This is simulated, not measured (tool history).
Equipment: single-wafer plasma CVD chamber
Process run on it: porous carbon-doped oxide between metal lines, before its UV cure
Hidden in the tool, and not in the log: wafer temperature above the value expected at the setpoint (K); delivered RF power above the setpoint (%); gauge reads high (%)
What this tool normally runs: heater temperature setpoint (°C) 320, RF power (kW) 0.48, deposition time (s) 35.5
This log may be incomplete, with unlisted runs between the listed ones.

run     day  heater temperature setpoint (°C)  RF power (kW)  deposition time (s)  wafers since the last listed run  hours since the last thermocouple change  hours since the last RF generator calibration  hours since the showerhead was replaced  hours since the gauge calibration  read-back reference wafer on the same gauge, thickness_nm  mean film thickness on the monitor wafer (Å)
  1       0                               320           0.48                 35.5                                 0                                    3095.1                                         2146.1                                   6494.6                              192.4                                                    151.982                                       1463.12
  2   0.325                               320           0.48                 36.9                               205                                    3102.9                                         2153.9                                   6502.4                              200.2                                                    152.017                                       1518.07
  3   0.896                               320           0.48                 36.9                               361                                    3116.6                                         2167.6                                   6516.1                              213.9                                                     151.99                                       1522.04
  4   1.583                               320           0.48                 36.9                               435                                    3133.1                                         2184.1                                   6532.6                              230.4                                                    151.973                                       1520.88
  5   3.296                               320           0.48                 35.5                              1084                                    3174.2                                         2225.2                                   6573.7                              271.5                                                    151.986                                       1463.19
  6   3.596                               320           0.48                 35.5                               190                                    3181.4                                         2232.4                                   6580.9                              278.7                                                     152.01                                       1466.04
  7   4.038                               320           0.48                 35.5                               279                                      3192                                           2243                                   6591.5                              289.3                                                    152.061                                       1463.23
  8   4.675                               320           0.48                 35.5                               403                                    3207.3                                         2258.3                                   6606.8                              304.6                                                    151.979                                        1461.2
  9   5.396                               320           0.48                 37.4                               456                                    3224.6                                         2275.6                                   6624.1                              321.9                                                    152.003                                       1540.35
 10   6.129                               320           0.48                 37.4                               464                                    3242.2                                         2293.2                                   6641.7                              339.5                                                    152.031                                       1543.27
 11   6.425                               320           0.48                 35.5                               187                                    3249.3                                         2300.3                                   6648.8                              346.6                                                    151.977                                       1461.16
      7.138  -- thermocouple changed; heater temperature recalibrated
 12   7.167                               320           0.48                 35.5                               258                                       0.7                                         2318.1                                   6666.6                              364.4                                                    151.981                                       1417.61
 13   7.458                               320           0.48                 35.5                               184                                       7.7                                         2325.1                                   6673.6                              371.4                                                    152.021                                       1412.59
 14   8.412                               320           0.48                 35.5                               604                                      30.6                                           2348                                   6696.5                              394.3                                                    151.991                                       1419.19
 15   8.954                               334          0.515                 30.7                               343                                      43.6                                           2361                                   6709.5                              407.3                                                    151.989                                       1241.58
 16   9.208                               320           0.48                 35.5                               161                                      49.7                                         2367.1                                   6715.6                              413.4                                                    152.041                                       1418.54
 17   9.796                               320          0.555                 35.5                               372                                      63.8                                         2381.2                                   6729.7                              427.5                                                    151.986                                       1619.19
     10.325  -- RF generator calibrated
 18  10.446                               308           0.56                 38.2                               200                                      79.4                                            2.9                                   6745.3                              443.1                                                    152.017                                       1956.13
 19  10.971                               320           0.48                 38.9                               332                                        92                                           15.5                                   6757.9                              455.7                                                    152.004                                       1638.97
 20  11.471                               314          0.445                 42.3                               316                                       104                                           27.5                                   6769.9                              467.7                                                     152.01                                       1686.78
 21  12.933                               324          0.445                 33.5                               926                                     139.1                                           62.6                                     6805                              502.8                                                    152.018                                       1283.17
 22  13.433                               327           0.53                 40.8                               316                                     151.1                                           74.6                                     6817                              514.8                                                    151.961                                       1816.25
     14.342  -- showerhead replaced
 23  14.362                               315          0.555                 37.6                               377                                     173.4                                           96.9                                      0.5                              537.1                                                    152.035                                       1837.74
 24  14.567                               320           0.48                 35.5                               129                                     178.3                                          101.8                                      5.4                                542                                                    151.976                                       1491.45
     14.854  -- gauge calibrated
 25  15.258                               320           0.48                 35.5                               438                                     194.9                                          118.4                                       22                                9.7                                                    152.001                                       1488.62
 26  15.642                               334           0.54                 30.8                               242                                     204.1                                          127.6                                     31.2                               18.9                                                    152.004                                       1360.25
 27  15.917                               325           0.51                 33.7                               174                                     210.7                                          134.2                                     37.8                               25.5                                                    152.005                                       1464.58
 28  16.542                               330          0.575                 40.9                               395                                     225.7                                          149.2                                     52.8                               40.5                                                    151.999                                       1918.05
 29  17.208                               320           0.48                 35.5                               422                                     241.7                                          165.2                                     68.8                               56.5                                                    151.991                                       1488.18
 30  17.925                               314          0.505                 39.5                               453                                     258.9                                          182.4                                       86                               73.7                                                    152.019                                       1777.99
 31  18.662                               315           0.48                 40.8                               467                                     276.6                                          200.1                                    103.7                               91.4                                                    151.997                                       1738.31
 32  19.067                               320           0.48                 35.5                               256                                     286.3                                          209.8                                    113.4                              101.1                                                    151.942                                       1483.98
 33  19.629                               320           0.48                 35.5                               356                                     299.8                                          223.3                                    126.9                              114.6                                                    152.008                                       1478.53
 34  21.138                               329          0.515                 32.7                               955                                       336                                          259.5                                    163.1                              150.8                                                    151.988                                       1401.01

Alternative continuations, all from the tool just after run 34; predict every row:
  A  21.154                               309           0.48                 35.5                                10                                     336.4                                          259.9                                    163.5                              151.2                                                          ?                                             ?
  B  21.154                               327          0.435                 37.9                                10                                     336.4                                          259.9                                    163.5                              151.2                                                          ?                                             ?
  C  21.154                               320          0.555                 32.3                                10                                     336.4                                          259.9                                    163.5                              151.2                                                          ?                                             ?
  D  21.154                               320          0.425                 29.8                                10                                     336.4                                          259.9                                    163.5                              151.2                                                          ?                                             ?

run  read-back reference wafer on the same gauge, thickness_nm  mean film thickness on the monitor wafer (Å)
  A                                                    152.008                                       1556.36
  B                                                    152.008                                        1375.8
  C                                                    152.008                                       1538.16
  D                                                    152.008                                       1093.93
With the hidden condition removed and each run's random variation left untouched, the same runs would have given:
run  mean film thickness on the monitor wafer (Å)
  A                                       1590.95
  B                                        1412.2
  C                                       1571.16
  D                                        1122.7
